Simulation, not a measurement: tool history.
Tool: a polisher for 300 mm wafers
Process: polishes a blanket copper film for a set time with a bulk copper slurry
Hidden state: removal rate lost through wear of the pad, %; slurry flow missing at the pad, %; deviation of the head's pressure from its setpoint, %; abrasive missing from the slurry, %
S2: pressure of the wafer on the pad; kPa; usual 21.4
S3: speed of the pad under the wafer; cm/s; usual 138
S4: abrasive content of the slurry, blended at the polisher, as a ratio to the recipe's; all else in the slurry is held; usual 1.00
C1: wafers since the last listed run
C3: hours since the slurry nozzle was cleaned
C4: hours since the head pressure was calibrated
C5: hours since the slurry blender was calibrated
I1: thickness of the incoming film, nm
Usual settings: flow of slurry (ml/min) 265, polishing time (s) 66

Run 1, hour 0.0: usual settings; C1 0; wafers polished on this pad 529; C3 398.1; C4 338.4; C5 51.7; I1 4595.8. Result: film removed (Å) 7410.
Run 2, hour 39.2: usual settings; C1 380; wafers polished on this pad 909; C3 437.3; C4 377.6; C5 90.9; I1 4452.6. Result: film removed (Å) 7307.
Run 3, hour 80.6: usual settings; C1 401; wafers polished on this pad 1311; C3 478.7; C4 419.0; C5 132.3; I1 4519.3. Result: film removed (Å) 7453.
Run 4, hour 121.8: usual settings; C1 399; wafers polished on this pad 1710; C3 519.9; C4 460.2; C5 173.5; I1 4508.7. Result: film removed (Å) 7529.
Run 5, hour 183.9: usual settings; C1 602; wafers polished on this pad 2313; C3 582.0; C4 522.3; C5 235.6; I1 4486.3. Result: film removed (Å) 7323.
Run 6, hour 248.0: usual settings; C1 621; wafers polished on this pad 2934; C3 646.1; C4 586.4; C5 299.7; I1 4590.0. Result: film removed (Å) 7216.
At hour 276.2: slurry nozzle cleaned.
Run 7, hour 278.1: usual settings but S2 17.9 kPa, S4 1.15; C1 282; wafers polished on this pad 3216; C3 1.9; C4 616.5; C5 329.8; I1 4480.4. Result: film removed (Å) 6380.
Run 8, hour 323.9: usual settings but polishing time (s) 54; C1 444; wafers polished on this pad 3661; C3 47.7; C4 662.3; C5 375.6; I1 4480.8. Result: film removed (Å) 6024.
Run 9, hour 364.6: usual settings but flow of slurry (ml/min) 210, S2 28.3 kPa, S3 166 cm/s, polishing time (s) 82; C1 394; wafers polished on this pad 4055; C3 88.4; C4 703.0; C5 416.3; I1 4555.1. Result: film removed (Å) 14317.
At hour 408.4: worn pad replaced by a new one.
Run 10, hour 415.0: usual settings but flow of slurry (ml/min) 175, S2 16.5 kPa, polishing time (s) 83; C1 449; wafers polished on this pad 63; C3 138.8; C4 753.4; C5 466.7; I1 4510.4. Result: film removed (Å) 6928.
At hour 447.5: slurry blender recalibrated.
Run 11, hour 479.7: usual settings but S3 160 cm/s, polishing time (s) 84; C1 608; wafers polished on this pad 671; C3 203.5; C4 818.1; C5 32.2; I1 4581.0. Result: film removed (Å) 10939.
Run 12, hour 525.1: usual settings but flow of slurry (ml/min) 235, S3 104 cm/s, S4 1.30; C1 440; wafers polished on this pad 1112; C3 248.9; C4 863.5; C5 77.6; I1 4612.4. Result: film removed (Å) 5657.
Run 13, hour 550.8: usual settings; C1 249; wafers polished on this pad 1361; C3 274.6; C4 889.2; C5 103.3; I1 4522.4. Result: film removed (Å) 7320.
Run 14, hour 593.9: usual settings but polishing time (s) 89; C1 417; wafers polished on this pad 1779; C3 317.7; C4 932.3; C5 146.4; I1 4547.7. Result: film removed (Å) 10030.
Run 15, hour 645.6: usual settings but polishing time (s) 50; C1 501; wafers polished on this pad 2280; C3 369.4; C4 984.0; C5 198.1; I1 4480.3. Result: film removed (Å) 5640.
Run 16, hour 687.1: usual settings but flow of slurry (ml/min) 300, polishing time (s) 87; C1 402; wafers polished on this pad 2683; C3 410.9; C4 1025.5; C5 239.6; I1 4549.7. Result: film removed (Å) 9950.
Run 17, hour 755.0: usual settings; C1 658; wafers polished on this pad 3341; C3 478.8; C4 1093.4; C5 307.5; I1 4488.1. Result: film removed (Å) 7488.
At hour 804.6: slurry nozzle cleaned.
At hour 824.0: worn pad replaced by a new one.
At hour 920.3: slurry blender recalibrated.
Run 18, hour 932.2: usual settings but flow of slurry (ml/min) 350, S3 120 cm/s; C1 1650; wafers polished on this pad 1029; C3 127.6; C4 1270.6; C5 11.9; I1 4531.1. Result: film removed (Å) 6707.
Run 19, hour 964.3: usual settings but S2 17.2 kPa; C1 311; wafers polished on this pad 1340; C3 159.7; C4 1302.7; C5 44.0; I1 4604.1. Result: film removed (Å) 5990.
At hour 975.0: head pressure recalibrated.
Run 20, hour 990.1: usual settings but flow of slurry (ml/min) 305, S2 16.5 kPa, S3 184 cm/s; C1 230; wafers polished on this pad 1571; C3 185.5; C4 15.1; C5 69.8; I1 4519.3. Result: film removed (Å) 7833.
Run 21, hour 1015.5: usual settings but S3 92 cm/s; C1 246; wafers polished on this pad 1817; C3 210.9; C4 40.5; C5 95.2; I1 4579.5. Result: film removed (Å) 5005.
Run 22, hour 1061.5: usual settings but S2 13.8 kPa; C1 446; wafers polished on this pad 2263; C3 256.9; C4 86.5; C5 141.2; I1 4523.5. Result: film removed (Å) 4784.
Run 23, hour 1133.2: usual settings but S3 166 cm/s, polishing time (s) 52; C1 695; wafers polished on this pad 2959; C3 328.6; C4 158.2; C5 212.9; I1 4459.8. Result: film removed (Å) 7084.
Run 24, hour 1195.4: usual settings but S3 156 cm/s, S4 1.10, polishing time (s) 46; C1 603; wafers polished on this pad 3562; C3 390.8; C4 220.4; C5 275.1; I1 4506.6. Result: film removed (Å) 6018.
Run 25, hour 1230.7: usual settings but flow of slurry (ml/min) 295, S4 1.15; C1 342; wafers polished on this pad 3904; C3 426.1; C4 255.7; C5 310.4; I1 4600.3. Result: film removed (Å) 7720.
Run 26, hour 1270.9: usual settings; C1 389; wafers polished on this pad 4294; C3 466.3; C4 295.9; C5 350.6; I1 4560.6. Result: film removed (Å) 7266.
Run 27, hour 1332.8: usual settings but S3 174 cm/s, S4 1.15; C1 600; wafers polished on this pad 4895; C3 528.2; C4 357.8; C5 412.5; I1 4621.1. Result: film removed (Å) 9382.
At hour 1371.5: worn pad replaced by a new one.
At hour 1386.2: slurry nozzle cleaned.
At hour 1440.5: slurry blender recalibrated.
Run 28, hour 1524.0: usual settings but flow of slurry (ml/min) 185, S4 0.90, polishing time (s) 44; C1 1786; wafers polished on this pad 1450; C3 137.8; C4 549.0; C5 83.5; I1 4574.2. Result: film removed (Å) 4684.
Run 29, hour 1561.3: usual settings but flow of slurry (ml/min) 305, S3 178 cm/s, S4 0.75; C1 361; wafers polished on this pad 1811; C3 175.1; C4 586.3; C5 120.8; I1 4604.2. Result: film removed (Å) 9270.

5 ways to go on from here, each from the tool as it stands after run 29. What would each give?
Run A, hour 1561.7: usual settings; C1 3; wafers polished on this pad 1815; C3 175.5; C4 586.7; C5 121.2; I1 4553.2. Result: film removed (Å) ?.
Run B, hour 1561.7: usual settings but S2 14.5 kPa; C1 3; wafers polished on this pad 1815; C3 175.5; C4 586.7; C5 121.2; I1 4553.2. Result: film removed (Å) ?.
Run C, hour 1561.7: usual settings but flow of slurry (ml/min) 335; C1 3; wafers polished on this pad 1815; C3 175.5; C4 586.7; C5 121.2; I1 4553.2. Result: film removed (Å) ?.
Run D, hour 1561.7: usual settings but flow of slurry (ml/min) 310, S2 18.6 kPa, S3 114 cm/s, polishing time (s) 82; C1 3; wafers polished on this pad 1815; C3 175.5; C4 586.7; C5 121.2; I1 4553.2. Result: film removed (Å) ?.
Run E, hour 1561.7: usual settings but flow of slurry (ml/min) 345, S3 180 cm/s, S4 1.25, polishing time (s) 46; C1 3; wafers polished on this pad 1815; C3 175.5; C4 586.7; C5 121.2; I1 4553.2. Result: film removed (Å) ?.

run  film removed (Å)
  A              7503
  B              5179
  C              7665
  D              6847
  E              7246
Without the tool's hidden state the same runs would have given:
run  film removed (Å)
  A              7503
  B              5179
  C              7665
  D              6847
  E              7246
